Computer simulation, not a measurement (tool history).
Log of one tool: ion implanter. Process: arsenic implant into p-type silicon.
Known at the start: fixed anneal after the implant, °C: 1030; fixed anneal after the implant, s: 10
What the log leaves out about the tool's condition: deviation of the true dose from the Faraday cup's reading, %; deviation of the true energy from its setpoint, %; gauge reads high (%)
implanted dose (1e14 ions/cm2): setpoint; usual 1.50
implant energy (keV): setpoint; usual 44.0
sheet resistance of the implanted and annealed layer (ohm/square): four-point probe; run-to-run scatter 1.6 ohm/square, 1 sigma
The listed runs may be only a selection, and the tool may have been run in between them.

run	hour	implanted dose (1e14 ions/cm2)	implant energy (keV)	wafers since the last listed run	hours since the last dose calibration	hours since the extraction supply was calibrated	hours since the gauge calibration	read-back reference wafer on the same gauge, sheet resistance	sheet resistance of the implanted and annealed layer (ohm/square)
1	0.0	1.50	54.5	0	845.0	3097.5	1791.3	491.56	449.06
2	73.9	1.50	54.5	1871	918.9	3171.4	1865.2	491.43	448.16
3	165.2	1.23	44.0	2311	1010.2	3262.7	1956.5	491.15	530.45
# hour 204.5: gauge calibrated
# hour 406.6: Faraday cup replaced and dose calibrated
4	407.1	1.23	44.0	5922	0.5	3504.6	202.6	490.63	530.77
5	495.6	1.73	44.0	2240	89.0	3593.1	291.1	491.39	420.42
6	572.4	1.20	44.0	1944	165.8	3669.9	367.9	491.01	538.71
7	654.1	1.20	44.0	2068	247.5	3751.6	449.6	490.84	538.02
8	700.9	1.50	44.0	1184	294.3	3798.4	496.4	491.67	462.17
9	779.8	1.50	44.0	1997	373.2	3877.3	575.3	490.99	462.98
10	838.1	1.50	44.0	1476	431.5	3935.6	633.6	490.69	463.77
11	898.7	1.50	32.0	1534	492.1	3996.2	694.2	490.93	490.77
12	959.3	1.50	44.0	1534	552.7	4056.8	754.8	491.42	462.07
13	1003.8	1.21	44.0	1126	597.2	4101.3	799.3	490.59	537.56
14	1068.9	1.21	44.0	1648	662.3	4166.4	864.4	490.41	534.98
15	1145.0	1.21	44.0	1926	738.4	4242.5	940.5	490.93	536.48
16	1185.6	1.50	44.0	1027	779.0	4283.1	981.1	491.26	460.96
17	1277.1	1.50	44.0	2316	870.5	4374.6	1072.6	490.50	462.64
18	1317.7	1.50	44.0	1027	911.1	4415.2	1113.2	491.45	464.71

What will run 19 give?
19	1423.7	1.22	33.5	2683	1017.1	4521.2	1219.2	?	?

{"run 19": {"read-back reference wafer on the same gauge, sheet resistance": 490.61, "sheet resistance of the implanted and annealed layer (ohm/square)": 559.03}}
Were there no unlogged condition in the tool, this run, its random variation unchanged, would have produced sheet resistance of the implanted and annealed layer (ohm/square) 559.03.

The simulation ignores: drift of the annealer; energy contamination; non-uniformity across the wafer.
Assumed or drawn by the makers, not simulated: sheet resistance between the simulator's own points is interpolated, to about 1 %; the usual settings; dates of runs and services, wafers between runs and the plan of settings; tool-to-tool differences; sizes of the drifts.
